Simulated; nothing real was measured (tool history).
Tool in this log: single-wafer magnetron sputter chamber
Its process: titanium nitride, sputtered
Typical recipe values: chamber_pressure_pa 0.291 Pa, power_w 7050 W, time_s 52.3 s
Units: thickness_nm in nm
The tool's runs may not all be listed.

run,hour,chamber_pressure_pa,power_w,time_s,wafers since the last listed run,wafers on the sputter target,hours since the last manometer calibration,hours since the magnet pack was replaced,hours since the gauge calibration,"read-back reference wafer on the same gauge, thickness_nm",thickness_nm
1,0,0.291,5800,52.3,0,2427,2880.4,9522.8,201.2,55.392,60.915
2,9.8,0.291,5800,52.3,202,2629,2890.2,9532.6,211,55.504,61.08
3,22.6,0.291,5800,52.3,264,2893,2903,9545.4,223.8,55.433,60.831
4,35.9,0.291,6000,54.8,274,3168,2916.3,9558.7,237.1,55.436,64.477
5,42.8,0.291,7050,52.3,142,3310,2923.2,9565.6,244,55.458,66.455
6,59.6,0.291,7050,52.3,346,3657,2940,9582.4,260.8,55.417,66.3
# hour 71.3: sputter target and shields replaced
7,74.3,0.291,7050,52.3,138,62,2954.7,9597.1,275.5,55.439,69.361
8,86.6,0.291,7050,52.3,253,316,2967,9609.4,287.8,55.44,69.212
9,92.7,0.291,7050,52.3,125,442,2973.1,9615.5,293.9,55.458,69.022
# hour 104: magnet pack replaced
10,107.1,0.291,7050,55.1,132,574,2987.5,3.1,308.3,55.369,71.877
11,115.3,0.291,7050,52.3,169,743,2995.7,11.3,316.5,55.38,68.544
12,129.1,0.291,7050,52.3,284,1028,3009.5,25.1,330.3,55.461,68.002
13,136.5,0.209,5550,42.3,152,1181,3016.9,32.5,337.7,55.398,50.765
14,150.7,0.291,7050,52.3,293,1474,3031.1,46.7,351.9,55.422,67.937
15,165.7,0.291,6250,58.7,309,1783,3046.1,61.7,366.9,55.31,71.948
16,175.7,0.209,8350,60.3,206,1990,3056.1,71.7,376.9,55.334,87.915
17,192.1,0.177,6300,57.5,338,2328,3072.5,88.1,393.3,55.416,73.929
# hour 209.4: capacitance manometer re-zeroed and calibrated
# hour 232.5: sputter target and shields replaced
18,233,0.387,7050,52.3,513,11,23.6,129,434.2,55.366,65.476
19,242.9,0.291,7050,52.3,204,215,33.5,138.9,444.1,55.394,67.82
20,253.1,0.244,8100,44.9,210,426,43.7,149.1,454.3,55.393,63.764
21,269.5,0.358,5900,45.3,338,764,60.1,165.5,470.7,55.423,52.595
22,285.4,0.335,7050,59.4,328,1092,76,181.4,486.6,55.416,75.589
# hour 298: gauge calibrated
23,302.2,0.358,5900,45.3,346,1439,92.8,198.2,4.2,55.436,52.086
24,316.1,0.291,7600,52.3,286,1726,106.7,212.1,18.1,55.424,69.878
25,326.2,0.291,7050,49.4,208,1934,116.8,222.2,28.2,55.433,63.021
26,335.2,0.233,7050,58.6,185,2120,125.8,231.2,37.2,55.365,76.711
27,381,0.358,5900,45.3,945,3065,171.6,277,83,55.424,51.243
28,394.2,0.291,7050,52.3,272,3338,184.8,290.2,96.2,55.322,66.258
# hour 409.9: sputter target and shields replaced
29,411.6,0.291,7050,52.3,194,34,202.2,307.6,113.6,55.445,68.847
30,420.4,0.197,7500,57.8,181,216,211,316.4,122.4,55.313,81.099
31,429.2,0.381,5600,52.3,181,397,219.8,325.2,131.2,55.399,59.45
32,441.3,0.291,7050,52.3,249,647,231.9,337.3,143.3,55.375,68.295
33,449.9,0.291,7050,52.3,177,824,240.5,345.9,151.9,55.364,67.756
34,457.1,0.291,7050,46.5,148,973,247.7,353.1,159.1,55.427,60.407

What if the next run were any one of these 5? Each begins from the tool's condition after run 34:
A,457.5,0.291,7050,52.3,8,981,248.1,353.5,159.5,?,?
B,457.5,0.291,7050,55.5,8,981,248.1,353.5,159.5,?,?
C,457.5,0.291,7050,61.3,8,981,248.1,353.5,159.5,?,?
D,457.5,0.388,7050,52.3,8,981,248.1,353.5,159.5,?,?
E,457.5,0.378,7600,59.9,8,981,248.1,353.5,159.5,?,?

run,"read-back reference wafer on the same gauge, thickness_nm",thickness_nm
A,55.399,67.801
B,55.399,71.95
C,55.399,79.469
D,55.399,65.242
E,55.399,77.944
Without the tool's hidden state the same runs would have given:
run,thickness_nm
A,68.979
B,73.2
C,80.849
D,66.375
E,79.298
